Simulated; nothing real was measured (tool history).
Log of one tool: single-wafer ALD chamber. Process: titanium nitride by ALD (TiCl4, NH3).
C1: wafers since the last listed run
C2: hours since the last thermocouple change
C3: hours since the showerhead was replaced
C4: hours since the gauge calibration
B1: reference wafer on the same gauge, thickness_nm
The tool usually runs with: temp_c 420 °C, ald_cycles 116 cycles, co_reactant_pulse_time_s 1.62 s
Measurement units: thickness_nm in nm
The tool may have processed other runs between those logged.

{"run": 1, "day": 0.0, "temp_c": 425, "ald_cycles": 116, "co_reactant_pulse_time_s": 1.62, "C1": 0, "C2": 1423.8, "C3": 6083.5, "C4": 912.9, "B1": 3.11, "thickness_nm": 2.7}
{"run": 2, "day": 2.579, "temp_c": 425, "ald_cycles": 116, "co_reactant_pulse_time_s": 1.62, "C1": 94, "C2": 1485.7, "C3": 6145.4, "C4": 974.8, "B1": 3.108, "thickness_nm": 2.697}
{"run": 3, "day": 6.558, "temp_c": 425, "ald_cycles": 116, "co_reactant_pulse_time_s": 1.62, "C1": 145, "C2": 1581.2, "C3": 6240.9, "C4": 1070.3, "B1": 3.111, "thickness_nm": 2.701}
{"run": 4, "day": 10.771, "temp_c": 420, "ald_cycles": 116, "co_reactant_pulse_time_s": 1.62, "C1": 154, "C2": 1682.3, "C3": 6342, "C4": 1171.4, "B1": 3.109, "thickness_nm": 2.7}
{"run": 5, "day": 12.271, "temp_c": 420, "ald_cycles": 116, "co_reactant_pulse_time_s": 1.62, "C1": 54, "C2": 1718.3, "C3": 6378, "C4": 1207.4, "B1": 3.113, "thickness_nm": 2.684}
{"run": 6, "day": 14.904, "temp_c": 420, "ald_cycles": 116, "co_reactant_pulse_time_s": 1.62, "C1": 96, "C2": 1781.5, "C3": 6441.2, "C4": 1270.6, "B1": 3.108, "thickness_nm": 2.702}
{"run": 7, "day": 17.788, "temp_c": 420, "ald_cycles": 116, "co_reactant_pulse_time_s": 1.62, "C1": 105, "C2": 1850.7, "C3": 6510.4, "C4": 1339.8, "B1": 3.11, "thickness_nm": 2.703}
{"run": 8, "day": 21.229, "temp_c": 420, "ald_cycles": 127, "co_reactant_pulse_time_s": 1.62, "C1": 126, "C2": 1933.3, "C3": 6593, "C4": 1422.4, "B1": 3.107, "thickness_nm": 2.957}
{"run": 9, "day": 25.642, "temp_c": 420, "ald_cycles": 127, "co_reactant_pulse_time_s": 1.62, "C1": 161, "C2": 2039.2, "C3": 6698.9, "C4": 1528.3, "B1": 3.111, "thickness_nm": 2.935}
{"run": 10, "day": 27.717, "temp_c": 420, "ald_cycles": 127, "co_reactant_pulse_time_s": 1.62, "C1": 76, "C2": 2089, "C3": 6748.7, "C4": 1578.1, "B1": 3.111, "thickness_nm": 2.959}
{"day": 29.338, "done": "gauge calibrated"}
{"run": 11, "day": 30.233, "temp_c": 415, "ald_cycles": 107, "co_reactant_pulse_time_s": 1.62, "C1": 92, "C2": 2149.4, "C3": 6809.1, "C4": 21.5, "B1": 3.111, "thickness_nm": 2.468}
{"run": 12, "day": 32.188, "temp_c": 425, "ald_cycles": 116, "co_reactant_pulse_time_s": 1.62, "C1": 71, "C2": 2196.3, "C3": 6856, "C4": 68.4, "B1": 3.114, "thickness_nm": 2.706}
{"day": 39.029, "done": "thermocouple changed; heater temperature recalibrated"}
{"run": 13, "day": 39.933, "temp_c": 410, "ald_cycles": 108, "co_reactant_pulse_time_s": 2.11, "C1": 271, "C2": 21.7, "C3": 7041.9, "C4": 254.3, "B1": 3.111, "thickness_nm": 2.522}
{"run": 14, "day": 44.262, "temp_c": 420, "ald_cycles": 116, "co_reactant_pulse_time_s": 2.23, "C1": 158, "C2": 125.6, "C3": 7145.8, "C4": 358.2, "B1": 3.107, "thickness_nm": 2.71}
{"day": 44.967, "done": "showerhead replaced"}
{"run": 15, "day": 46.288, "temp_c": 420, "ald_cycles": 116, "co_reactant_pulse_time_s": 1.62, "C1": 61, "C2": 174.2, "C3": 31.7, "C4": 406.8, "B1": 3.108, "thickness_nm": 2.694}
{"run": 16, "day": 49.575, "temp_c": 431, "ald_cycles": 103, "co_reactant_pulse_time_s": 1.62, "C1": 120, "C2": 253.1, "C3": 110.6, "C4": 485.7, "B1": 3.111, "thickness_nm": 2.394}
{"run": 17, "day": 52.333, "temp_c": 420, "ald_cycles": 116, "co_reactant_pulse_time_s": 1.97, "C1": 101, "C2": 319.3, "C3": 176.8, "C4": 551.9, "B1": 3.107, "thickness_nm": 2.704}
{"run": 18, "day": 62.725, "temp_c": 420, "ald_cycles": 95, "co_reactant_pulse_time_s": 2.06, "C1": 380, "C2": 568.7, "C3": 426.2, "C4": 801.3, "B1": 3.107, "thickness_nm": 2.222}
{"run": 19, "day": 66.429, "temp_c": 420, "ald_cycles": 116, "co_reactant_pulse_time_s": 1.62, "C1": 135, "C2": 657.6, "C3": 515.1, "C4": 890.2, "B1": 3.111, "thickness_nm": 2.687}
{"run": 20, "day": 68.658, "temp_c": 412, "ald_cycles": 130, "co_reactant_pulse_time_s": 1.98, "C1": 81, "C2": 711.1, "C3": 568.6, "C4": 943.7, "B1": 3.112, "thickness_nm": 3.019}

The tool's hidden state at each run:
wafer temperature above the value expected at the setpoint (K): 0 on each run
gauge reads high (%): 0 on each run
